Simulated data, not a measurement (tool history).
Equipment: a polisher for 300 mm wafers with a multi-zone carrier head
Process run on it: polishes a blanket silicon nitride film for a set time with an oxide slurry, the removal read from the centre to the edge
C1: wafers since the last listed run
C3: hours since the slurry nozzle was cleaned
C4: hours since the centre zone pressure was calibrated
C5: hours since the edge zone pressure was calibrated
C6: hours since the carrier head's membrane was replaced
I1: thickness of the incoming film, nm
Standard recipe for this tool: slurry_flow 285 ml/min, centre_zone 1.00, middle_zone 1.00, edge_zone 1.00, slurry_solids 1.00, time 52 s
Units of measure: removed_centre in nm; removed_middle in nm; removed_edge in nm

Run 1, hour 0.0: usual settings but slurry_flow 335 ml/min, slurry_solids 0.90; C1 0; wafers polished on this pad 2004; C3 155.9; C4 964.2; C5 637.1; C6 1196.8; I1 367.1. Result: removed_centre 33.9 nm, removed_middle 31.0 nm, removed_edge 30.3 nm.
Run 2, hour 40.9: usual settings; C1 477; wafers polished on this pad 2481; C3 196.8; C4 1005.1; C5 678.0; C6 1237.7; I1 370.6. Result: removed_centre 37.1 nm, removed_middle 32.9 nm, removed_edge 32.7 nm.
Run 3, hour 94.9: usual settings but slurry_flow 225 ml/min; C1 630; wafers polished on this pad 3111; C3 250.8; C4 1059.1; C5 732.0; C6 1291.7; I1 366.3. Result: removed_centre 36.3 nm, removed_middle 33.6 nm, removed_edge 32.3 nm.
Run 4, hour 129.1: usual settings but centre_zone 0.96, slurry_solids 1.20, time 68 s; C1 399; wafers polished on this pad 3511; C3 285.0; C4 1093.3; C5 766.2; C6 1325.9; I1 370.5. Result: removed_centre 51.4 nm, removed_middle 50.1 nm, removed_edge 48.2 nm.
Run 5, hour 160.3: usual settings; C1 364; wafers polished on this pad 3875; C3 316.2; C4 1124.5; C5 797.4; C6 1357.1; I1 376.0. Result: removed_centre 36.6 nm, removed_middle 32.9 nm, removed_edge 32.8 nm.
At hour 165.5: slurry nozzle cleaned.
At hour 185.6: worn pad replaced by a new one.
Run 6, hour 224.2: usual settings but centre_zone 1.08, edge_zone 1.10; C1 687; wafers polished on this pad 450; C3 58.7; C4 1188.4; C5 861.3; C6 1421.0; I1 372.4. Result: removed_centre 39.5 nm, removed_middle 33.5 nm, removed_edge 34.1 nm.
Run 7, hour 292.7: usual settings but slurry_flow 225 ml/min, time 60 s; C1 799; wafers polished on this pad 1250; C3 127.2; C4 1256.9; C5 929.8; C6 1489.5; I1 374.6. Result: removed_centre 41.6 nm, removed_middle 38.5 nm, removed_edge 37.5 nm.
At hour 312.0: edge zone pressure recalibrated.
At hour 324.9: carrier head's membrane replaced by a new one.
Run 8, hour 351.0: usual settings; C1 598; wafers polished on this pad 1848; C3 185.5; C4 1315.2; C5 39.0; C6 26.1; I1 372.5. Result: removed_centre 36.8 nm, removed_middle 33.2 nm, removed_edge 32.8 nm.
Run 9, hour 397.6: usual settings but centre_zone 1.06, time 59 s; C1 543; wafers polished on this pad 2392; C3 232.1; C4 1361.8; C5 85.6; C6 72.7; I1 368.7. Result: removed_centre 44.5 nm, removed_middle 38.5 nm, removed_edge 37.4 nm.
Run 10, hour 437.5: usual settings but centre_zone 0.95, middle_zone 1.05, edge_zone 1.04, time 58 s; C1 465; wafers polished on this pad 2858; C3 272.0; C4 1401.7; C5 125.5; C6 112.6; I1 364.2. Result: removed_centre 39.3 nm, removed_middle 37.6 nm, removed_edge 37.2 nm.
At hour 473.5: centre zone pressure recalibrated.
Run 11, hour 501.9: usual settings but edge_zone 0.93; C1 728; wafers polished on this pad 3586; C3 336.4; C4 28.4; C5 189.9; C6 177.0; I1 376.4. Result: removed_centre 33.1 nm, removed_middle 33.5 nm, removed_edge 32.1 nm.
Run 12, hour 536.7: usual settings but slurry_flow 185 ml/min, time 42 s; C1 406; wafers polished on this pad 3992; C3 371.2; C4 63.2; C5 224.7; C6 211.8; I1 368.0. Result: removed_centre 26.2 nm, removed_middle 26.0 nm, removed_edge 26.1 nm.
At hour 541.1: worn pad replaced by a new one.
At hour 555.0: slurry nozzle cleaned.
Run 13, hour 578.1: usual settings but slurry_flow 215 ml/min, slurry_solids 0.90; C1 424; wafers polished on this pad 419; C3 23.1; C4 104.6; C5 266.1; C6 253.2; I1 370.3. Result: removed_centre 30.7 nm, removed_middle 29.7 nm, removed_edge 29.9 nm.
Run 14, hour 614.0: usual settings but slurry_flow 215 ml/min, time 41 s; C1 418; wafers polished on this pad 838; C3 59.0; C4 140.5; C5 302.0; C6 289.1; I1 371.6. Result: removed_centre 26.3 nm, removed_middle 26.5 nm, removed_edge 25.4 nm.
Run 15, hour 710.1: usual settings; C1 1121; wafers polished on this pad 1960; C3 155.1; C4 236.6; C5 398.1; C6 385.2; I1 370.6. Result: removed_centre 34.2 nm, removed_middle 32.9 nm, removed_edge 33.0 nm.
Run 16, hour 742.4: usual settings but slurry_solids 1.25; C1 376; wafers polished on this pad 2337; C3 187.4; C4 268.9; C5 430.4; C6 417.5; I1 373.2. Result: removed_centre 39.2 nm, removed_middle 37.5 nm, removed_edge 37.5 nm.
Run 17, hour 812.4: usual settings; C1 816; wafers polished on this pad 3154; C3 257.4; C4 338.9; C5 500.4; C6 487.5; I1 372.2. Result: removed_centre 35.1 nm, removed_middle 33.3 nm, removed_edge 33.2 nm.
Run 18, hour 841.4: usual settings but slurry_solids 1.10; C1 338; wafers polished on this pad 3492; C3 286.4; C4 367.9; C5 529.4; C6 516.5; I1 371.7. Result: removed_centre 37.5 nm, removed_middle 36.0 nm, removed_edge 35.1 nm.
Run 19, hour 886.0: usual settings; C1 520; wafers polished on this pad 4013; C3 331.0; C4 412.5; C5 574.0; C6 561.1; I1 374.2. Result: removed_centre 35.5 nm, removed_middle 33.9 nm, removed_edge 32.4 nm.
At hour 897.7: slurry nozzle cleaned.
At hour 899.7: worn pad replaced by a new one.
Run 20, hour 918.2: usual settings; C1 341; wafers polished on this pad 215; C3 20.5; C4 444.7; C5 606.2; C6 593.3; I1 372.2. Result: removed_centre 35.6 nm, removed_middle 32.2 nm, removed_edge 32.8 nm.

The tool's hidden state at each run:
removal rate lost through wear of the pad, %: 0 across all the runs
slurry flow missing at the pad, %: 0 across all the runs
deviation of the edge zone's pressure from its setpoint, %: 0 across all the runs
H1: deviation of the centre zone's pressure from its setpoint, %
run     H1
  1     11
  2   11.1
  3   11.2
  4   11.3
  5   11.4
  6   11.5
  7   11.6
  8   11.7
  9   11.7
 10   11.8
 11  0.588
 12   1.42
 13   2.33
 14   3.06
 15   4.72
 16    5.2
 17   6.13
 18   6.47
 19   6.95
 20   7.27
